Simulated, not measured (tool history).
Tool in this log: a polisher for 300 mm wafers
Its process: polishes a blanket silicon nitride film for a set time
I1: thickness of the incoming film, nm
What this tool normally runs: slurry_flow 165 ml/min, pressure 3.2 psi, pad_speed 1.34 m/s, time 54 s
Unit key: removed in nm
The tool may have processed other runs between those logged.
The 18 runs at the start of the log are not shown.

run 19 day=16.342 | slurry_flow=205 pressure=3.9 pad_speed=1.34 time=54 | I1=413.8 | removed=114.5
run 20 day=16.942 | slurry_flow=140 pressure=4.2 pad_speed=1.78 time=47 | I1=408.2 | removed=126.1
run 21 day=17.567 | slurry_flow=200 pressure=3.2 pad_speed=1.34 time=54 | I1=413.1 | removed=95.5
run 22 day=18.679 | slurry_flow=165 pressure=2.7 pad_speed=1.74 time=54 | I1=417.1 | removed=94.7
run 23 day=19.400 | slurry_flow=110 pressure=3.2 pad_speed=1.34 time=48 | I1=407.1 | removed=71.8
run 24 day=20.692 | slurry_flow=225 pressure=3.2 pad_speed=1.34 time=47 | I1=407.6 | removed=84.3
-- day=21.871 worn pad replaced by a new one
run 25 day=21.892 | slurry_flow=165 pressure=3.2 pad_speed=1.34 time=54 | I1=415.2 | removed=89.5
run 26 day=22.654 | slurry_flow=105 pressure=4.0 pad_speed=1.66 time=36 | I1=406.9 | removed=76.7
run 27 day=23.283 | slurry_flow=200 pressure=2.7 pad_speed=1.34 time=43 | I1=404.3 | removed=61.8
run 28 day=24.367 | slurry_flow=165 pressure=3.7 pad_speed=1.46 time=37 | I1=414.5 | removed=75.7
run 29 day=25.683 | slurry_flow=165 pressure=3.2 pad_speed=1.34 time=54 | I1=417.3 | removed=89.0
run 30 day=26.792 | slurry_flow=165 pressure=3.2 pad_speed=1.66 time=38 | I1=409.3 | removed=73.3
run 31 day=28.100 | slurry_flow=165 pressure=3.2 pad_speed=1.34 time=54 | I1=412.7 | removed=88.5
run 32 day=28.688 | slurry_flow=115 pressure=3.2 pad_speed=1.78 time=54 | I1=415.3 | removed=101.8
run 33 day=29.229 | slurry_flow=150 pressure=3.2 pad_speed=1.34 time=46 | I1=407.0 | removed=74.0
run 34 day=30.162 | slurry_flow=110 pressure=4.3 pad_speed=1.34 time=54 | I1=410.7 | removed=104.6
-- day=31.046 worn pad replaced by a new one
run 35 day=31.067 | slurry_flow=165 pressure=3.8 pad_speed=1.34 time=54 | I1=406.5 | removed=103.8
run 36 day=32.246 | slurry_flow=165 pressure=4.2 pad_speed=1.50 time=54 | I1=404.3 | removed=125.7
run 37 day=33.058 | slurry_flow=125 pressure=3.8 pad_speed=0.92 time=62 | I1=415.6 | removed=83.6
run 38 day=34.362 | slurry_flow=150 pressure=3.2 pad_speed=1.34 time=54 | I1=408.8 | removed=86.5

Below are 3 alternative next runs, each starting from the tool's condition after run 38. Predict each:
run A day=34.379 | slurry_flow=165 pressure=3.2 pad_speed=1.54 time=54 | I1=417.6 | removed=?
run B day=34.379 | slurry_flow=105 pressure=3.6 pad_speed=1.50 time=64 | I1=417.6 | removed=?
run C day=34.379 | slurry_flow=165 pressure=2.1 pad_speed=1.34 time=47 | I1=417.6 | removed=?

run=A removed=98.9
run=B removed=112.9
run=C removed=51.3
Had the tool no hidden state, the same runs would have come out as:
run=A removed=105.2
run=B removed=124.3
run=C removed=54.6
